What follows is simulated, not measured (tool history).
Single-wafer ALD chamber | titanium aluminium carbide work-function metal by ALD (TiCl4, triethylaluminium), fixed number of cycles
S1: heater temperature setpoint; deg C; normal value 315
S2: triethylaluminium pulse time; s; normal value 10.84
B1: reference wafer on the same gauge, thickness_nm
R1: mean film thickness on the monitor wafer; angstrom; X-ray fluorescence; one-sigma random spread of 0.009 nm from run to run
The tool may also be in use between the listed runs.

{"run": 1, "day": 0.0, "S1": 315, "S2": 10.84, "B1": 2.201, "R1": 19.23}
{"run": 2, "day": 1.412, "S1": 315, "S2": 10.84, "B1": 2.2, "R1": 19.19}
{"run": 3, "day": 2.217, "S1": 315, "S2": 10.84, "B1": 2.198, "R1": 19.27}
{"run": 4, "day": 2.8, "S1": 315, "S2": 10.84, "B1": 2.2, "R1": 19.2}
{"run": 5, "day": 3.546, "S1": 315, "S2": 10.84, "B1": 2.201, "R1": 19.35}
{"run": 6, "day": 4.338, "S1": 315, "S2": 10.84, "B1": 2.199, "R1": 19.23}
{"run": 7, "day": 5.338, "S1": 315, "S2": 10.84, "B1": 2.198, "R1": 19.26}
{"run": 8, "day": 6.067, "S1": 315, "S2": 10.84, "B1": 2.199, "R1": 19.25}
{"run": 9, "day": 6.583, "S1": 315, "S2": 10.84, "B1": 2.198, "R1": 19.19}
{"run": 10, "day": 7.658, "S1": 315, "S2": 10.84, "B1": 2.2, "R1": 19.14}
{"run": 11, "day": 8.95, "S1": 315, "S2": 10.84, "B1": 2.2, "R1": 19.2}
{"run": 12, "day": 10.242, "S1": 315, "S2": 10.84, "B1": 2.201, "R1": 18.97}
{"run": 13, "day": 11.45, "S1": 315, "S2": 10.84, "B1": 2.199, "R1": 19.06}
{"day": 12.942, "done": "thermocouple changed; heater temperature recalibrated"}
{"run": 14, "day": 12.962, "S1": 301, "S2": 15.04, "B1": 2.198, "R1": 19.62}
{"day": 13.717, "done": "showerhead replaced"}
{"run": 15, "day": 13.842, "S1": 311, "S2": 10.84, "B1": 2.198, "R1": 18.72}
{"day": 13.933, "done": "gauge calibrated"}
{"run": 16, "day": 14.525, "S1": 311, "S2": 7.79, "B1": 2.199, "R1": 14.48}
{"run": 17, "day": 15.633, "S1": 315, "S2": 10.84, "B1": 2.2, "R1": 19.12}
{"day": 16.104, "done": "triethylaluminium bottle replaced"}
{"run": 18, "day": 16.221, "S1": 322, "S2": 12.25, "B1": 2.202, "R1": 15.88}
{"run": 19, "day": 17.083, "S1": 302, "S2": 8.71, "B1": 2.2, "R1": 9.63}
{"run": 20, "day": 17.842, "S1": 330, "S2": 7.86, "B1": 2.199, "R1": 9.02}
{"day": 19.558, "done": "triethylaluminium bottle replaced, repeated, since the last time left the tool worse"}
{"run": 21, "day": 19.579, "S1": 307, "S2": 9.41, "B1": 2.2, "R1": 19.54}
{"run": 22, "day": 20.692, "S1": 315, "S2": 10.84, "B1": 2.201, "R1": 21.03}
{"run": 23, "day": 22.696, "S1": 301, "S2": 15.04, "B1": 2.2, "R1": 19.99}
{"run": 24, "day": 26.096, "S1": 308, "S2": 14.11, "B1": 2.202, "R1": 20.83}

3 ways to go on from here, each from the tool as it stands after run 24. What would each give?
{"run": "A", "day": 26.112, "S1": 315, "S2": 6.79, "B1": "?", "R1": "?"}
{"run": "B", "day": 26.112, "S1": 301, "S2": 15.15, "B1": "?", "R1": "?"}
{"run": "C", "day": 26.112, "S1": 319, "S2": 12.13, "B1": "?", "R1": "?"}

run=A B1=2.2 R1=15.38
run=B B1=2.2 R1=20.13
run=C B1=2.2 R1=21.65
With the hidden condition removed and each run's random variation left untouched, the same runs would have given:
run=A R1=16.08
run=B R1=20.16
run=C R1=21.77

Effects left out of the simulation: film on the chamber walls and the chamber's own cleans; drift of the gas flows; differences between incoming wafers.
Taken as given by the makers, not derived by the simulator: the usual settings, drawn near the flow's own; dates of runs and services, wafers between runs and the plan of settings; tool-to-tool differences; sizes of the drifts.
